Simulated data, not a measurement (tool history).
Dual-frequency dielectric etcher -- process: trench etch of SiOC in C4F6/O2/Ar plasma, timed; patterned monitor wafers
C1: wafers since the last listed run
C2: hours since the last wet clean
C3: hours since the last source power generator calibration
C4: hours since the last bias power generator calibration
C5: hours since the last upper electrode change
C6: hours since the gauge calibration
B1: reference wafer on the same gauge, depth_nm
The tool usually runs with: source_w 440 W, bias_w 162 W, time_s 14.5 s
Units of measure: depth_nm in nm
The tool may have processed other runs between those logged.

Run 1, day 0: usual settings; C1 0; C2 264.8; C3 825.4; C4 3780.4; C5 2359.5; C6 225.1; B1 26.83. Result: depth_nm 29.21 nm.
Run 2, day 3.25: usual settings; C1 1319; C2 342.8; C3 903.4; C4 3858.4; C5 2437.5; C6 303.1; B1 26.83. Result: depth_nm 29.5 nm.
Run 3, day 6.533: usual settings but source_w 510 W; C1 1333; C2 421.6; C3 982.2; C4 3937.2; C5 2516.3; C6 381.9; B1 26.81. Result: depth_nm 30.62 nm.
Run 4, day 10.904: usual settings but source_w 370 W; C1 1774; C2 526.5; C3 1087.1; C4 4042.1; C5 2621.2; C6 486.8; B1 26.83. Result: depth_nm 28.15 nm.
Run 5, day 14.488: usual settings but source_w 370 W; C1 1454; C2 612.5; C3 1173.1; C4 4128.1; C5 2707.2; C6 572.8; B1 26.8. Result: depth_nm 28.19 nm.
At day 17.071: wet clean of the chamber.
At day 18.167: upper electrode replaced.
Run 6, day 18.862: usual settings; C1 964; C2 43; C3 1278.1; C4 4233.1; C5 16.7; C6 677.8; B1 26.76. Result: depth_nm 29.45 nm.
Run 7, day 21.925: usual settings; C1 1243; C2 116.5; C3 1351.6; C4 4306.6; C5 90.2; C6 751.3; B1 26.8. Result: depth_nm 29.4 nm.
Run 8, day 25.071: usual settings but source_w 340 W, bias_w 127 W; C1 1277; C2 192; C3 1427.1; C4 4382.1; C5 165.7; C6 826.8; B1 26.8. Result: depth_nm 25.27 nm.
At day 25.875: bias power generator calibrated.
Run 9, day 27.738: usual settings but source_w 520 W, bias_w 197 W, time_s 12.5 s; C1 1015; C2 256; C3 1491.1; C4 44.7; C5 229.7; C6 890.8; B1 26.78. Result: depth_nm 28.59 nm.
Run 10, day 29.692: usual settings; C1 793; C2 302.9; C3 1538; C4 91.6; C5 276.6; C6 937.7; B1 26.8. Result: depth_nm 29.46 nm.
Run 11, day 31.429: usual settings but time_s 16.5 s; C1 705; C2 344.6; C3 1579.7; C4 133.3; C5 318.3; C6 979.4; B1 26.83. Result: depth_nm 33.43 nm.
At day 32.871: gauge calibrated.
At day 33.292: source power generator calibrated.
Run 12, day 33.992: usual settings but source_w 330 W, bias_w 178 W; C1 972; C2 406.1; C3 16.8; C4 194.8; C5 379.8; C6 26.9; B1 26.81. Result: depth_nm 28.67 nm.
Run 13, day 36.088: usual settings but source_w 410 W, bias_w 175 W, time_s 10 s; C1 850; C2 456.4; C3 67.1; C4 245.1; C5 430.1; C6 77.2; B1 26.82. Result: depth_nm 20.54 nm.
Run 14, day 39.062: usual settings; C1 1207; C2 527.8; C3 138.5; C4 316.5; C5 501.5; C6 148.6; B1 26.84. Result: depth_nm 29.58 nm.
At day 41.225: wet clean of the chamber.
Run 15, day 43.217: usual settings but source_w 380 W, time_s 17.5 s; C1 1280; C2 47.8; C3 238.2; C4 416.2; C5 601.2; C6 248.3; B1 26.82. Result: depth_nm 34.33 nm.

Each row is a separate what-if for the run after 15, all from the same tool condition, not one after another. Results?
Run A, day 43.233: usual settings but bias_w 142 W; C1 6; C2 48.2; C3 238.6; C4 416.6; C5 601.6; C6 248.7; B1 ?. Result: depth_nm ?.
Run B, day 43.233: usual settings but source_w 520 W, bias_w 147 W, time_s 17.5 s; C1 6; C2 48.2; C3 238.6; C4 416.6; C5 601.6; C6 248.7; B1 ?. Result: depth_nm ?.
Run C, day 43.233: usual settings but bias_w 193 W, time_s 11 s; C1 6; C2 48.2; C3 238.6; C4 416.6; C5 601.6; C6 248.7; B1 ?. Result: depth_nm ?.
Run D, day 43.233: usual settings but source_w 340 W, time_s 11 s; C1 6; C2 48.2; C3 238.6; C4 416.6; C5 601.6; C6 248.7; B1 ?. Result: depth_nm ?.
Run E, day 43.233: usual settings but source_w 380 W, bias_w 201 W, time_s 18 s; C1 6; C2 48.2; C3 238.6; C4 416.6; C5 601.6; C6 248.7; B1 ?. Result: depth_nm ?.

run    B1  depth_nm
  A  26.8     28.16
  B  26.8     35.98
  C  26.8        24
  D  26.8      21.1
  E  26.8      38.5
Stripped of hidden state, with their random variation kept, the same runs would have yielded:
run  depth_nm
  A     28.16
  B     35.98
  C        24
  D      21.1
  E      38.5
